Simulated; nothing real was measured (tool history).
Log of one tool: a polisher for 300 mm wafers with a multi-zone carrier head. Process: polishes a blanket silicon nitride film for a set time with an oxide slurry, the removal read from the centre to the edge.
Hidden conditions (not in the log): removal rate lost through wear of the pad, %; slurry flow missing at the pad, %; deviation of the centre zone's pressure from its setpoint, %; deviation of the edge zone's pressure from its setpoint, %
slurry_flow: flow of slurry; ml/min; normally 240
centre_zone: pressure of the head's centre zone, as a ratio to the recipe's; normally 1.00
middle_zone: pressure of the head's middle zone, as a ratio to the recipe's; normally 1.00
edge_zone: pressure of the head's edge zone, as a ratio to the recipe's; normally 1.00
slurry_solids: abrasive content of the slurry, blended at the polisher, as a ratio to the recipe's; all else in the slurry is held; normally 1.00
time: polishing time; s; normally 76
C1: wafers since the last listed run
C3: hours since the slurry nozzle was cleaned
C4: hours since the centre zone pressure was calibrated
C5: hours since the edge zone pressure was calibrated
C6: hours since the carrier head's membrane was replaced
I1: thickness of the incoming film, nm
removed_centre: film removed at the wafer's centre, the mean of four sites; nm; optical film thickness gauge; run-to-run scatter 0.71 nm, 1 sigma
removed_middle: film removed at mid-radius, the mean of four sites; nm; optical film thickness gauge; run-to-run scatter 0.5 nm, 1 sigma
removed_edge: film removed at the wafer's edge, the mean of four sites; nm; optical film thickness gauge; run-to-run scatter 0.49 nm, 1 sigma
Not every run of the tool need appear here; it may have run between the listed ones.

run 1 hour=0.0 | slurry_flow=180 centre_zone=1.00 middle_zone=1.00 edge_zone=1.00 slurry_solids=1.00 time=76 | C1=0 wafers_polished_on_this_pad=571 C3=628.4 C4=1580.6 C5=591.3 C6=686.3 | I1=250.1 | removed_centre=51.3 removed_middle=51.8 removed_edge=57.8
run 2 hour=28.3 | slurry_flow=240 centre_zone=1.00 middle_zone=1.00 edge_zone=1.00 slurry_solids=1.00 time=76 | C1=148 wafers_polished_on_this_pad=719 C3=656.7 C4=1608.9 C5=619.6 C6=714.6 | I1=250.7 | removed_centre=55.2 removed_middle=56.1 removed_edge=59.5
-- hour=48.5 centre zone pressure recalibrated
run 3 hour=72.1 | slurry_flow=240 centre_zone=1.00 middle_zone=1.00 edge_zone=1.00 slurry_solids=1.00 time=76 | C1=218 wafers_polished_on_this_pad=938 C3=700.5 C4=23.6 C5=663.4 C6=758.4 | I1=251.0 | removed_centre=54.1 removed_middle=55.2 removed_edge=59.8
-- hour=102.2 slurry nozzle cleaned
-- hour=124.2 worn pad replaced by a new one
run 4 hour=129.2 | slurry_flow=240 centre_zone=1.00 middle_zone=1.00 edge_zone=1.00 slurry_solids=1.00 time=76 | C1=272 wafers_polished_on_this_pad=26 C3=27.0 C4=80.7 C5=720.5 C6=815.5 | I1=250.0 | removed_centre=62.0 removed_middle=61.6 removed_edge=65.3
run 5 hour=176.3 | slurry_flow=240 centre_zone=1.00 middle_zone=1.00 edge_zone=1.00 slurry_solids=1.00 time=76 | C1=246 wafers_polished_on_this_pad=272 C3=74.1 C4=127.8 C5=767.6 C6=862.6 | I1=251.0 | removed_centre=60.3 removed_middle=61.6 removed_edge=64.6
run 6 hour=209.6 | slurry_flow=240 centre_zone=1.00 middle_zone=1.00 edge_zone=1.00 slurry_solids=1.00 time=76 | C1=174 wafers_polished_on_this_pad=447 C3=107.4 C4=161.1 C5=800.9 C6=895.9 | I1=247.7 | removed_centre=60.3 removed_middle=60.7 removed_edge=63.5
run 7 hour=244.2 | slurry_flow=290 centre_zone=0.95 middle_zone=1.00 edge_zone=1.00 slurry_solids=1.00 time=76 | C1=181 wafers_polished_on_this_pad=628 C3=142.0 C4=195.7 C5=835.5 C6=930.5 | I1=245.2 | removed_centre=57.8 removed_middle=60.5 removed_edge=64.0
run 8 hour=270.4 | slurry_flow=240 centre_zone=1.00 middle_zone=0.94 edge_zone=1.08 slurry_solids=1.00 time=76 | C1=137 wafers_polished_on_this_pad=765 C3=168.2 C4=221.9 C5=861.7 C6=956.7 | I1=253.8 | removed_centre=58.8 removed_middle=55.5 removed_edge=65.5
run 9 hour=301.9 | slurry_flow=240 centre_zone=1.00 middle_zone=1.00 edge_zone=1.00 slurry_solids=0.90 time=76 | C1=164 wafers_polished_on_this_pad=930 C3=199.7 C4=253.4 C5=893.2 C6=988.2 | I1=247.8 | removed_centre=56.1 removed_middle=55.7 removed_edge=59.0
-- hour=309.4 carrier head's membrane replaced by a new one
run 10 hour=330.8 | slurry_flow=240 centre_zone=1.00 middle_zone=0.88 edge_zone=1.00 slurry_solids=1.00 time=76 | C1=125 wafers_polished_on_this_pad=1055 C3=228.6 C4=282.3 C5=922.1 C6=21.4 | I1=244.3 | removed_centre=56.3 removed_middle=52.3 removed_edge=60.8
-- hour=390.6 worn pad replaced by a new one
run 11 hour=394.7 | slurry_flow=240 centre_zone=1.00 middle_zone=1.00 edge_zone=1.00 slurry_solids=1.10 time=76 | C1=313 wafers_polished_on_this_pad=21 C3=292.5 C4=346.2 C5=986.0 C6=85.3 | I1=248.8 | removed_centre=61.3 removed_middle=61.1 removed_edge=65.0
-- hour=461.9 edge zone pressure recalibrated
run 12 hour=464.0 | slurry_flow=240 centre_zone=1.00 middle_zone=1.09 edge_zone=1.00 slurry_solids=1.25 time=87 | C1=352 wafers_polished_on_this_pad=373 C3=361.8 C4=415.5 C5=2.1 C6=154.6 | I1=249.0 | removed_centre=72.2 removed_middle=77.8 removed_edge=77.0
run 13 hour=516.8 | slurry_flow=240 centre_zone=1.00 middle_zone=1.00 edge_zone=1.00 slurry_solids=1.00 time=76 | C1=276 wafers_polished_on_this_pad=650 C3=414.6 C4=468.3 C5=54.9 C6=207.4 | I1=247.6 | removed_centre=57.5 removed_middle=57.0 removed_edge=61.0
run 14 hour=544.1 | slurry_flow=240 centre_zone=1.00 middle_zone=1.09 edge_zone=1.00 slurry_solids=1.00 time=69 | C1=142 wafers_polished_on_this_pad=793 C3=441.9 C4=495.6 C5=82.2 C6=234.7 | I1=247.0 | removed_centre=51.4 removed_middle=55.0 removed_edge=54.4
run 15 hour=584.6 | slurry_flow=240 centre_zone=1.00 middle_zone=1.00 edge_zone=1.07 slurry_solids=1.00 time=76 | C1=212 wafers_polished_on_this_pad=1005 C3=482.4 C4=536.1 C5=122.7 C6=275.2 | I1=249.8 | removed_centre=55.2 removed_middle=55.9 removed_edge=61.8
run 16 hour=625.8 | slurry_flow=240 centre_zone=1.05 middle_zone=1.00 edge_zone=1.00 slurry_solids=1.00 time=76 | C1=215 wafers_polished_on_this_pad=1220 C3=523.6 C4=577.3 C5=163.9 C6=316.4 | I1=250.4 | removed_centre=57.8 removed_middle=54.9 removed_edge=59.2
-- hour=632.5 worn pad replaced by a new one
run 17 hour=677.7 | slurry_flow=240 centre_zone=1.12 middle_zone=1.00 edge_zone=1.00 slurry_solids=1.20 time=76 | C1=250 wafers_polished_on_this_pad=236 C3=575.5 C4=629.2 C5=215.8 C6=368.3 | I1=250.3 | removed_centre=68.3 removed_middle=61.8 removed_edge=67.0
run 18 hour=702.0 | slurry_flow=240 centre_zone=1.00 middle_zone=1.00 edge_zone=1.00 slurry_solids=1.00 time=76 | C1=127 wafers_polished_on_this_pad=364 C3=599.8 C4=653.5 C5=240.1 C6=392.6 | I1=247.8 | removed_centre=57.3 removed_middle=57.6 removed_edge=62.3
run 19 hour=771.6 | slurry_flow=240 centre_zone=1.00 middle_zone=1.00 edge_zone=1.00 slurry_solids=1.00 time=76 | C1=364 wafers_polished_on_this_pad=728 C3=669.4 C4=723.1 C5=309.7 C6=462.2 | I1=255.3 | removed_centre=55.2 removed_middle=57.0 removed_edge=60.6
run 20 hour=833.0 | slurry_flow=240 centre_zone=0.90 middle_zone=1.00 edge_zone=1.00 slurry_solids=1.00 time=76 | C1=321 wafers_polished_on_this_pad=1049 C3=730.8 C4=784.5 C5=371.1 C6=523.6 | I1=253.1 | removed_centre=49.2 removed_middle=55.6 removed_edge=60.0
-- hour=866.1 worn pad replaced by a new one
run 21 hour=869.1 | slurry_flow=240 centre_zone=1.00 middle_zone=1.00 edge_zone=1.00 slurry_solids=1.00 time=76 | C1=168 wafers_polished_on_this_pad=15 C3=766.9 C4=820.6 C5=407.2 C6=559.7 | I1=250.5 | removed_centre=56.7 removed_middle=58.9 removed_edge=62.4

Forecast each of these 5 alternatives for the next run:
run A hour=869.6 | slurry_flow=240 centre_zone=1.00 middle_zone=1.00 edge_zone=1.00 slurry_solids=1.30 time=76 | C1=2 wafers_polished_on_this_pad=18 C3=767.4 C4=821.1 C5=407.7 C6=560.2 | I1=253.2 | removed_centre=? removed_middle=? removed_edge=?
run B hour=869.6 | slurry_flow=240 centre_zone=1.00 middle_zone=1.03 edge_zone=1.00 slurry_solids=1.00 time=66 | C1=2 wafers_polished_on_this_pad=18 C3=767.4 C4=821.1 C5=407.7 C6=560.2 | I1=253.2 | removed_centre=? removed_middle=? removed_edge=?
run C hour=869.6 | slurry_flow=210 centre_zone=0.96 middle_zone=1.00 edge_zone=1.00 slurry_solids=1.00 time=76 | C1=2 wafers_polished_on_this_pad=18 C3=767.4 C4=821.1 C5=407.7 C6=560.2 | I1=253.2 | removed_centre=? removed_middle=? removed_edge=?
run D hour=869.6 | slurry_flow=240 centre_zone=1.00 middle_zone=1.00 edge_zone=1.00 slurry_solids=1.15 time=76 | C1=2 wafers_polished_on_this_pad=18 C3=767.4 C4=821.1 C5=407.7 C6=560.2 | I1=253.2 | removed_centre=? removed_middle=? removed_edge=?
run E hour=869.6 | slurry_flow=265 centre_zone=1.00 middle_zone=1.00 edge_zone=1.00 slurry_solids=1.00 time=67 | C1=2 wafers_polished_on_this_pad=18 C3=767.4 C4=821.1 C5=407.7 C6=560.2 | I1=253.2 | removed_centre=? removed_middle=? removed_edge=?

run=A removed_centre=63.6 removed_middle=64.2 removed_edge=68.0
run=B removed_centre=50.4 removed_middle=52.2 removed_edge=53.9
run=C removed_centre=53.7 removed_middle=56.8 removed_edge=60.7
run=D removed_centre=61.0 removed_middle=61.6 removed_edge=65.2
run=E removed_centre=52.4 removed_middle=52.8 removed_edge=55.6
What these runs would have given with no unlogged condition in the tool:
run=A removed_centre=70.0 removed_middle=70.1 removed_edge=72.5
run=B removed_centre=55.5 removed_middle=56.9 removed_edge=57.5
run=C removed_centre=60.1 removed_middle=62.8 removed_edge=65.3
run=D removed_centre=67.2 removed_middle=67.2 removed_edge=69.6
run=E removed_centre=57.1 removed_middle=57.1 removed_edge=58.9

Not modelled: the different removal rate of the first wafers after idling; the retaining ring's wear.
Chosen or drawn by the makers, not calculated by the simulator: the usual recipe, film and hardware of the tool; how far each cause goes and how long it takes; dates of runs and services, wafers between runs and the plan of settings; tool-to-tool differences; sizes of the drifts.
